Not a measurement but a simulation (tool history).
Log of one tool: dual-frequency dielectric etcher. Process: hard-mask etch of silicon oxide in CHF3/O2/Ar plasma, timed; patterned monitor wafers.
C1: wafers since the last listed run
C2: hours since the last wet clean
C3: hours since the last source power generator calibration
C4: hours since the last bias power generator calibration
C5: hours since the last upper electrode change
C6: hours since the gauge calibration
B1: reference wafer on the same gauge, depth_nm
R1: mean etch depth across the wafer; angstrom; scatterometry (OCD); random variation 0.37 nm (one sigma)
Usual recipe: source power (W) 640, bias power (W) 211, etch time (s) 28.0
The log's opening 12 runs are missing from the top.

{"run": 13, "hour": 610.0, "source power (W)": 640, "bias power (W)": 211, "etch time (s)": 28.0, "C1": 818, "C2": 246.3, "C3": 4319.5, "C4": 3553.7, "C5": 3532.6, "C6": 1127.4, "B1": 49.5, "R1": 559}
{"hour": 624.0, "done": "bias power generator calibrated"}
{"hour": 667.4, "done": "source power generator calibrated"}
{"run": 14, "hour": 677.2, "source power (W)": 640, "bias power (W)": 211, "etch time (s)": 25.5, "C1": 707, "C2": 313.5, "C3": 9.8, "C4": 53.2, "C5": 3599.8, "C6": 1194.6, "B1": 49.5, "R1": 519}
{"run": 15, "hour": 746.4, "source power (W)": 780, "bias power (W)": 178, "etch time (s)": 34.0, "C1": 826, "C2": 382.7, "C3": 79.0, "C4": 122.4, "C5": 3669.0, "C6": 1263.8, "B1": 49.5, "R1": 707}
{"run": 16, "hour": 793.5, "source power (W)": 790, "bias power (W)": 211, "etch time (s)": 33.0, "C1": 562, "C2": 429.8, "C3": 126.1, "C4": 169.5, "C5": 3716.1, "C6": 1310.9, "B1": 49.6, "R1": 736}
{"hour": 834.7, "done": "wet clean of the chamber"}
{"run": 17, "hour": 865.0, "source power (W)": 640, "bias power (W)": 211, "etch time (s)": 28.0, "C1": 567, "C2": 30.3, "C3": 197.6, "C4": 241.0, "C5": 3787.6, "C6": 1382.4, "B1": 49.4, "R1": 546}
{"hour": 900.7, "done": "gauge calibrated"}
{"run": 18, "hour": 912.5, "source power (W)": 720, "bias power (W)": 233, "etch time (s)": 33.5, "C1": 567, "C2": 77.8, "C3": 245.1, "C4": 288.5, "C5": 3835.1, "C6": 11.8, "B1": 49.5, "R1": 704}
{"run": 19, "hour": 982.7, "source power (W)": 580, "bias power (W)": 251, "etch time (s)": 32.0, "C1": 838, "C2": 148.0, "C3": 315.3, "C4": 358.7, "C5": 3905.3, "C6": 82.0, "B1": 49.5, "R1": 637}
{"run": 20, "hour": 1014.3, "source power (W)": 500, "bias power (W)": 185, "etch time (s)": 33.0, "C1": 377, "C2": 179.6, "C3": 346.9, "C4": 390.3, "C5": 3936.9, "C6": 113.6, "B1": 49.5, "R1": 576}
{"run": 21, "hour": 1083.0, "source power (W)": 640, "bias power (W)": 255, "etch time (s)": 36.0, "C1": 821, "C2": 248.3, "C3": 415.6, "C4": 459.0, "C5": 4005.6, "C6": 182.3, "B1": 49.6, "R1": 748}
{"hour": 1124.9, "done": "upper electrode replaced"}
{"run": 22, "hour": 1131.6, "source power (W)": 640, "bias power (W)": 211, "etch time (s)": 28.0, "C1": 293, "C2": 296.9, "C3": 464.2, "C4": 507.6, "C5": 6.7, "C6": 230.9, "B1": 49.5, "R1": 563}
{"run": 23, "hour": 1163.6, "source power (W)": 590, "bias power (W)": 228, "etch time (s)": 28.0, "C1": 382, "C2": 328.9, "C3": 496.2, "C4": 539.6, "C5": 38.7, "C6": 262.9, "B1": 49.6, "R1": 556}
{"run": 24, "hour": 1228.2, "source power (W)": 490, "bias power (W)": 173, "etch time (s)": 24.0, "C1": 772, "C2": 393.5, "C3": 560.8, "C4": 604.2, "C5": 103.3, "C6": 327.5, "B1": 49.6, "R1": 413}
{"run": 25, "hour": 1270.4, "source power (W)": 640, "bias power (W)": 200, "etch time (s)": 28.0, "C1": 504, "C2": 435.7, "C3": 603.0, "C4": 646.4, "C5": 145.5, "C6": 369.7, "B1": 49.4, "R1": 560}
{"hour": 1327.8, "done": "wet clean of the chamber"}
{"run": 26, "hour": 1328.3, "source power (W)": 640, "bias power (W)": 159, "etch time (s)": 24.0, "C1": 405, "C2": 0.5, "C3": 660.9, "C4": 704.3, "C5": 203.4, "C6": 427.6, "B1": 49.4, "R1": 431}
{"run": 27, "hour": 1381.1, "source power (W)": 640, "bias power (W)": 243, "etch time (s)": 21.0, "C1": 631, "C2": 53.3, "C3": 713.7, "C4": 757.1, "C5": 256.2, "C6": 480.4, "B1": 49.5, "R1": 429}
{"run": 28, "hour": 1436.4, "source power (W)": 640, "bias power (W)": 211, "etch time (s)": 28.0, "C1": 660, "C2": 108.6, "C3": 769.0, "C4": 812.4, "C5": 311.5, "C6": 535.7, "B1": 49.6, "R1": 557}
{"run": 29, "hour": 1491.5, "source power (W)": 700, "bias power (W)": 239, "etch time (s)": 32.5, "C1": 658, "C2": 163.7, "C3": 824.1, "C4": 867.5, "C5": 366.6, "C6": 590.8, "B1": 49.4, "R1": 689}
{"run": 30, "hour": 1520.7, "source power (W)": 480, "bias power (W)": 189, "etch time (s)": 34.5, "C1": 348, "C2": 192.9, "C3": 853.3, "C4": 896.7, "C5": 395.8, "C6": 620.0, "B1": 49.6, "R1": 600}
{"run": 31, "hour": 1550.3, "source power (W)": 530, "bias power (W)": 197, "etch time (s)": 35.0, "C1": 353, "C2": 222.5, "C3": 882.9, "C4": 926.3, "C5": 425.4, "C6": 649.6, "B1": 49.5, "R1": 637}

3 ways to go on from here, each from the tool as it stands after run 31. What would each give?
{"run": "A", "hour": 1550.7, "source power (W)": 640, "bias power (W)": 211, "etch time (s)": 33.5, "C1": 4, "C2": 222.9, "C3": 883.3, "C4": 926.7, "C5": 425.8, "C6": 650.0, "B1": "?", "R1": "?"}
{"run": "B", "hour": 1550.7, "source power (W)": 640, "bias power (W)": 188, "etch time (s)": 28.0, "C1": 4, "C2": 222.9, "C3": 883.3, "C4": 926.7, "C5": 425.8, "C6": 650.0, "B1": "?", "R1": "?"}
{"run": "C", "hour": 1550.7, "source power (W)": 720, "bias power (W)": 235, "etch time (s)": 28.0, "C1": 4, "C2": 222.9, "C3": 883.3, "C4": 926.7, "C5": 425.8, "C6": 650.0, "B1": "?", "R1": "?"}

run=A B1=49.6 R1=672
run=B B1=49.6 R1=545
run=C B1=49.6 R1=606
Without the tool's hidden state the same runs would have given:
run=A R1=656
run=B R1=532
run=C R1=592

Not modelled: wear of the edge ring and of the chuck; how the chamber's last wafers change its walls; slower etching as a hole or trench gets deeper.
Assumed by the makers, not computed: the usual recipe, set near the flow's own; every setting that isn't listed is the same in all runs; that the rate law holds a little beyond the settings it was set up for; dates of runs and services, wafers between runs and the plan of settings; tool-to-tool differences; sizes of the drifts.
